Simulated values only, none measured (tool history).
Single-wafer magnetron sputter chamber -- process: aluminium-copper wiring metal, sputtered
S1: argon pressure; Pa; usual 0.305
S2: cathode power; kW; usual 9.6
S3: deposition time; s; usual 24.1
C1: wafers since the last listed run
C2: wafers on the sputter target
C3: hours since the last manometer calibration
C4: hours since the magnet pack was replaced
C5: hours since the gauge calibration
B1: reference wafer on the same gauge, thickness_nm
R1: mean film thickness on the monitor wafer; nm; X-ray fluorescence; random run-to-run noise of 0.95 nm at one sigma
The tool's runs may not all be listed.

{"run": 1, "hour": 0.0, "S1": 0.305, "S2": 9.6, "S3": 24.1, "C1": 0, "C2": 2269, "C3": 1476.3, "C4": 9156.4, "C5": 29.3, "B1": 352.832, "R1": 395.846}
{"run": 2, "hour": 20.2, "S1": 0.305, "S2": 9.6, "S3": 24.1, "C1": 348, "C2": 2618, "C3": 1496.5, "C4": 9176.6, "C5": 49.5, "B1": 353.038, "R1": 396.459}
{"run": 3, "hour": 45.1, "S1": 0.305, "S2": 9.6, "S3": 24.1, "C1": 429, "C2": 3048, "C3": 1521.4, "C4": 9201.5, "C5": 74.4, "B1": 353.101, "R1": 396.437}
{"run": 4, "hour": 63.2, "S1": 0.305, "S2": 9.6, "S3": 24.1, "C1": 312, "C2": 3360, "C3": 1539.5, "C4": 9219.6, "C5": 92.5, "B1": 353.65, "R1": 398.8}
{"run": 5, "hour": 80.7, "S1": 0.305, "S2": 9.6, "S3": 24.1, "C1": 302, "C2": 3662, "C3": 1557, "C4": 9237.1, "C5": 110, "B1": 353.614, "R1": 397.54}
{"run": 6, "hour": 99.9, "S1": 0.305, "S2": 9.6, "S3": 24.1, "C1": 331, "C2": 3994, "C3": 1576.2, "C4": 9256.3, "C5": 129.2, "B1": 354.191, "R1": 398.354}
{"hour": 112.6, "done": "magnet pack replaced"}
{"run": 7, "hour": 130.6, "S1": 0.305, "S2": 9.6, "S3": 24.1, "C1": 391, "C2": 4386, "C3": 1606.9, "C4": 18, "C5": 159.9, "B1": 354.467, "R1": 399.969}
{"run": 8, "hour": 156.2, "S1": 0.305, "S2": 8.8, "S3": 19.6, "C1": 442, "C2": 4828, "C3": 1632.5, "C4": 43.6, "C5": 185.5, "B1": 354.835, "R1": 302.249}
{"hour": 174.4, "done": "gauge calibrated"}
{"run": 9, "hour": 179.3, "S1": 0.305, "S2": 9.6, "S3": 24.1, "C1": 398, "C2": 5227, "C3": 1655.6, "C4": 66.7, "C5": 4.9, "B1": 351.53, "R1": 395.731}

The next listed run, before its measurement:
{"hour": 210.1, "done": "sputter target and shields replaced"}
{"run": 10, "hour": 210.6, "S1": 0.411, "S2": 9.6, "S3": 22.6, "C1": 402, "C2": 8, "C3": 1686.9, "C4": 98, "C5": 36.2, "B1": "?", "R1": "?"}

Run 10 gave B1 351.816, R1 352.403 nm.
With no hidden state in the tool, this same run would have given R1 352.429 nm.
